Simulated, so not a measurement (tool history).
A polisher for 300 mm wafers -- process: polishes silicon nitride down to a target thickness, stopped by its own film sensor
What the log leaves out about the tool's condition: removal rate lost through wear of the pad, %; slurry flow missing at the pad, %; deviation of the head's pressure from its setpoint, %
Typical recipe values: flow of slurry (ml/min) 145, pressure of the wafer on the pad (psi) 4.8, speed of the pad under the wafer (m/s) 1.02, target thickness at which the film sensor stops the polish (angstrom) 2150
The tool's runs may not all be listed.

| run | hour | flow of slurry (ml/min) | pressure of the wafer on the pad (psi) | speed of the pad under the wafer (m/s) | target thickness at which the film sensor stops the polish (angstrom) | wafers since the last listed run | wafers polished on this pad | hours since the slurry nozzle was cleaned | hours since the head pressure was calibrated | incoming thickness of the incoming film, nm | time until the film sensor stopped the polish (s) |
|---|---|---|---|---|---|---|---|---|---|---|---|
| 1 | 0.0 | 145 | 4.8 | 1.02 | 2150 | 0 | 755 | 9.1 | 853.6 | 404.6 | 88.5 |
|  | 3.2 | worn pad replaced by a new one |
| 2 | 34.7 | 145 | 4.8 | 1.02 | 2150 | 235 | 235 | 43.8 | 888.3 | 405.4 | 84.4 |
| 3 | 47.2 | 145 | 4.8 | 1.02 | 2150 | 93 | 329 | 56.3 | 900.8 | 396.1 | 81.4 |
| 4 | 66.7 | 145 | 4.8 | 1.02 | 2150 | 145 | 475 | 75.8 | 920.3 | 398.2 | 81.9 |
| 5 | 94.4 | 145 | 4.8 | 1.02 | 2150 | 207 | 682 | 103.5 | 948.0 | 398.5 | 84.8 |
|  | 119.3 | worn pad replaced by a new one |
| 6 | 125.5 | 145 | 4.8 | 1.02 | 2150 | 202 | 46 | 134.6 | 979.1 | 395.3 | 76.2 |
| 7 | 157.7 | 145 | 4.8 | 1.02 | 2150 | 241 | 287 | 166.8 | 1011.3 | 391.5 | 76.7 |
|  | 172.6 | slurry nozzle cleaned |
| 8 | 193.7 | 145 | 4.8 | 1.02 | 2150 | 261 | 549 | 21.1 | 1047.3 | 399.4 | 84.5 |
| 9 | 219.3 | 105 | 4.8 | 1.02 | 2150 | 191 | 741 | 46.7 | 1072.9 | 398.4 | 91.8 |
|  | 237.3 | worn pad replaced by a new one |
|  | 240.0 | head pressure recalibrated |
| 10 | 243.1 | 185 | 4.8 | 1.02 | 2150 | 133 | 28 | 70.5 | 3.1 | 397.0 | 77.2 |
| 11 | 268.1 | 125 | 5.3 | 1.02 | 2150 | 187 | 215 | 95.5 | 28.1 | 392.5 | 73.3 |
| 12 | 302.1 | 145 | 4.8 | 0.88 | 1700 | 254 | 469 | 129.5 | 62.1 | 408.9 | 119.6 |
| 13 | 329.6 | 145 | 4.8 | 1.02 | 2150 | 205 | 675 | 157.0 | 89.6 | 395.7 | 84.4 |
|  | 349.6 | worn pad replaced by a new one |
|  | 356.6 | slurry nozzle cleaned |
| 14 | 357.5 | 145 | 4.8 | 1.02 | 2150 | 171 | 51 | 0.9 | 117.5 | 396.5 | 78.8 |

What does the tool deliver on the next run?
| 15 | 382.9 | 170 | 6.2 | 1.34 | 1970 | 190 | 241 | 26.3 | 142.9 | 408.9 | ? |

Run 15 came out at time until the film sensor stopped the polish (s) 55.9.
If the tool had no hidden condition, the same run with the same run-to-run variation would have returned time until the film sensor stopped the polish (s) 53.8.
